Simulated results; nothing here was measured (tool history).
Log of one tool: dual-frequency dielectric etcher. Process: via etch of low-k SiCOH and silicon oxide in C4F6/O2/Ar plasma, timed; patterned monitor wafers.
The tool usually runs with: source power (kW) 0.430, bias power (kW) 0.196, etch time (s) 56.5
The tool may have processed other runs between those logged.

| run | day | source power (kW) | bias power (kW) | etch time (s) | wafers since the last listed run | hours since the last wet clean | hours since the last source power generator calibration | hours since the last bias power generator calibration | hours since the last upper electrode change | hours since the gauge calibration | read-back reference wafer on the same gauge, depth_nm | mean etch depth across the wafer (angstrom) |
|---|---|---|---|---|---|---|---|---|---|---|---|---|
| 1 | 0.000 | 0.430 | 0.183 | 56.5 | 0 | 342.1 | 4767.3 | 2393.4 | 4812.9 | 73.6 | 137.2 | 1576 |
| 2 | 0.333 | 0.430 | 0.183 | 56.5 | 120 | 350.1 | 4775.3 | 2401.4 | 4820.9 | 81.6 | 137.1 | 1590 |
| 3 | 0.604 | 0.430 | 0.196 | 56.5 | 97 | 356.6 | 4781.8 | 2407.9 | 4827.4 | 88.1 | 136.6 | 1604 |
| 4 | 0.933 | 0.430 | 0.196 | 56.5 | 119 | 364.5 | 4789.7 | 2415.8 | 4835.3 | 96.0 | 137.3 | 1615 |
| 5 | 1.379 | 0.430 | 0.196 | 56.5 | 161 | 375.2 | 4800.4 | 2426.5 | 4846.0 | 106.7 | 137.1 | 1624 |
| 6 | 1.771 | 0.430 | 0.208 | 56.5 | 141 | 384.6 | 4809.8 | 2435.9 | 4855.4 | 116.1 | 136.8 | 1667 |
| 7 | 2.096 | 0.430 | 0.208 | 56.5 | 117 | 392.4 | 4817.6 | 2443.7 | 4863.2 | 123.9 | 136.9 | 1648 |
|  | 2.621 | source power generator calibrated |
| 8 | 2.842 | 0.540 | 0.158 | 47.5 | 209 | 410.3 | 5.3 | 2461.6 | 4881.1 | 141.8 | 136.9 | 1340 |
| 9 | 3.512 | 0.430 | 0.196 | 56.5 | 242 | 426.4 | 21.4 | 2477.7 | 4897.2 | 157.9 | 136.7 | 1605 |
|  | 4.875 | upper electrode replaced |
| 10 | 4.896 | 0.430 | 0.208 | 56.5 | 138 | 459.6 | 54.6 | 2510.9 | 0.5 | 191.1 | 137.2 | 1638 |
| 11 | 4.912 | 0.430 | 0.180 | 56.5 | 6 | 460.0 | 55.0 | 2511.3 | 0.9 | 191.5 | 137.1 | 1568 |
|  | 5.058 | gauge calibrated |
| 12 | 5.158 | 0.510 | 0.196 | 72.0 | 88 | 465.9 | 60.9 | 2517.2 | 6.8 | 2.4 | 136.7 | 2145 |
|  | 5.733 | bias power generator calibrated |
|  | 6.204 | wet clean of the chamber |
| 13 | 6.225 | 0.340 | 0.196 | 56.5 | 154 | 0.5 | 86.5 | 11.8 | 32.4 | 28.0 | 136.9 | 1554 |
| 14 | 7.362 | 0.430 | 0.196 | 49.5 | 411 | 27.8 | 113.8 | 39.1 | 59.7 | 55.3 | 137.0 | 1419 |
| 15 | 7.900 | 0.430 | 0.196 | 56.5 | 194 | 40.7 | 126.7 | 52.0 | 72.6 | 68.2 | 137.1 | 1611 |

Here are 5 independent what-if runs from the current tool condition. What would each one return?
| A | 7.917 | 0.430 | 0.196 | 56.5 | 6 | 41.1 | 127.1 | 52.4 | 73.0 | 68.6 | ? | ? |
| B | 7.917 | 0.430 | 0.150 | 63.5 | 6 | 41.1 | 127.1 | 52.4 | 73.0 | 68.6 | ? | ? |
| C | 7.917 | 0.500 | 0.223 | 67.5 | 6 | 41.1 | 127.1 | 52.4 | 73.0 | 68.6 | ? | ? |
| D | 7.917 | 0.430 | 0.196 | 49.0 | 6 | 41.1 | 127.1 | 52.4 | 73.0 | 68.6 | ? | ? |
| E | 7.917 | 0.540 | 0.147 | 56.5 | 6 | 41.1 | 127.1 | 52.4 | 73.0 | 68.6 | ? | ? |

| run | read-back reference wafer on the same gauge, depth_nm | mean etch depth across the wafer (angstrom) |
|---|---|---|
| A | 137.1 | 1616 |
| B | 137.1 | 1674 |
| C | 137.1 | 2074 |
| D | 137.1 | 1401 |
| E | 137.1 | 1555 |
With the hidden condition removed and each run's random variation left untouched, the same runs would have given:
| run | mean etch depth across the wafer (angstrom) |
|---|---|
| A | 1616 |
| B | 1674 |
| C | 2074 |
| D | 1401 |
| E | 1555 |
